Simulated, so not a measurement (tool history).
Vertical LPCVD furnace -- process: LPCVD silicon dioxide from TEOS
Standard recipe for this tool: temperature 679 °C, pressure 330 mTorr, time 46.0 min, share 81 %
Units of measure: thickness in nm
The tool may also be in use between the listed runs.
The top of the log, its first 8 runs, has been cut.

run,day,temperature,pressure,time,share,wafers since the last listed run,hours since the last temperature calibration,hours since the pressure gauge was zeroed,hours since the TEOS flow controller was replaced,hours since the gauge calibration,"read-back reference wafer on the same gauge, thickness",thickness
9,26.438,679,330,46.0,77,924,2407.8,3611.4,2872.1,2162.5,191.82,227.33
10,28.446,679,330,46.0,77,769,2456.0,3659.6,2920.3,2210.7,192.02,227.54
11,30.667,679,330,46.0,81,850,2509.3,3712.9,2973.6,2264.0,191.85,236.19
12,34.975,679,330,46.0,81,1650,2612.7,3816.3,3077.0,2367.4,191.89,236.14
13,39.004,679,330,46.0,81,1543,2709.4,3913.0,3173.7,2464.1,192.32,237.67
14,42.112,679,330,37.0,81,1190,2784.0,3987.6,3248.3,2538.7,192.28,190.84
15,44.188,670,405,46.0,81,794,2833.8,4037.4,3298.1,2588.5,191.68,211.71
16,46.196,668,375,46.0,81,769,2882.0,4085.6,3346.3,2636.7,192.12,192.83
# day 48.300: TEOS flow controller replaced
17,49.304,679,330,32.5,81,807,2956.6,4160.2,24.1,2711.3,192.11,170.26
18,53.179,668,260,37.5,74,1484,3049.6,4253.2,117.1,2804.3,191.89,127.56
# day 57.292: pressure gauge zeroed
19,57.521,679,330,46.0,81,1280,3153.8,5.5,221.3,2908.5,191.98,240.78
# day 60.075: gauge calibrated
20,60.754,679,330,46.0,69,1238,3231.4,83.1,298.9,16.3,191.97,225.95
21,65.125,679,330,62.0,87,1674,3336.3,188.0,403.8,121.2,191.86,341.71
# day 66.608: thermocouples replaced and temperature profile calibrated
22,68.621,679,330,46.0,81,956,48.3,271.9,487.7,205.1,191.83,221.74

The next listed run, before its measurement:
23,70.504,672,270,59.0,66,721,93.5,317.1,532.9,250.3,?,?

Logged for run 23: read-back reference wafer on the same gauge, thickness 192.09, thickness 199.02 nm.
Without the tool's hidden state the same run would have given thickness 198.67 nm.
